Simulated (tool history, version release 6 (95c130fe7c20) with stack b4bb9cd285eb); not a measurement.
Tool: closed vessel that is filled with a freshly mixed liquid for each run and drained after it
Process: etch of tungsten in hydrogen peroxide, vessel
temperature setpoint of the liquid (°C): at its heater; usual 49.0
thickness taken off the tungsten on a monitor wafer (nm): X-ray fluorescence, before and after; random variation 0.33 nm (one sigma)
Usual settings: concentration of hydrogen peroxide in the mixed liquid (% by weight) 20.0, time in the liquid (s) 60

| run | hour | temperature setpoint of the liquid (°C) | concentration of hydrogen peroxide in the mixed liquid (% by weight) | time in the liquid (s) | read-back film thickness of the tungsten reference wafer, read on the same gauge (nm) | thickness taken off the tungsten on a monitor wafer (nm) |
|---|---|---|---|---|---|---|
| 1 | 0.0 | 49.0 | 20.0 | 60 | 79.98 | 83.80 |
| 2 | 26.3 | 49.0 | 20.0 | 60 | 79.96 | 84.30 |
| 3 | 52.7 | 49.0 | 20.0 | 60 | 80.02 | 84.14 |
| 4 | 74.1 | 49.0 | 20.0 | 60 | 80.01 | 83.83 |
| 5 | 98.5 | 49.0 | 20.0 | 60 | 80.05 | 83.99 |
| 6 | 116.4 | 49.0 | 20.0 | 60 | 80.00 | 83.64 |
| 7 | 131.7 | 49.0 | 20.0 | 60 | 79.99 | 84.16 |
| 8 | 143.8 | 49.0 | 20.0 | 60 | 80.04 | 83.64 |
| 9 | 171.4 | 49.0 | 20.0 | 60 | 80.04 | 83.76 |
| 10 | 200.2 | 43.5 | 20.0 | 85 | 80.03 | 83.39 |
| 11 | 216.0 | 55.0 | 20.0 | 60 | 79.95 | 121.01 |
| 12 | 236.0 | 55.0 | 20.0 | 60 | 79.98 | 121.66 |
|  | 256.4 | thermometer replaced |
| 13 | 266.5 | 49.0 | 20.0 | 85 | 79.99 | 109.33 |
|  | 291.5 | gauge calibrated |
| 14 | 292.4 | 57.5 | 24.5 | 90 | 79.98 | 215.22 |
| 15 | 313.1 | 56.0 | 23.5 | 85 | 79.98 | 180.89 |
| 16 | 330.2 | 49.0 | 20.0 | 60 | 80.00 | 77.22 |
| 17 | 357.7 | 49.0 | 20.0 | 35 | 80.01 | 44.95 |

Run 18 comes next. What will it give?
|  | 359.3 | new drum of peroxide connected |
|  | 363.8 | thermometer replaced, repeated, since the last time left the tool worse |
| 18 | 378.3 | 49.0 | 20.0 | 60 | ? | ? |

{"run 18": {"read-back film thickness of the tungsten reference wafer, read on the same gauge (nm)": 80.0, "thickness taken off the tungsten on a monitor wafer (nm)": 93.04}}
Without the tool's hidden state the same run would have given thickness taken off the tungsten on a monitor wafer (nm) 93.73.
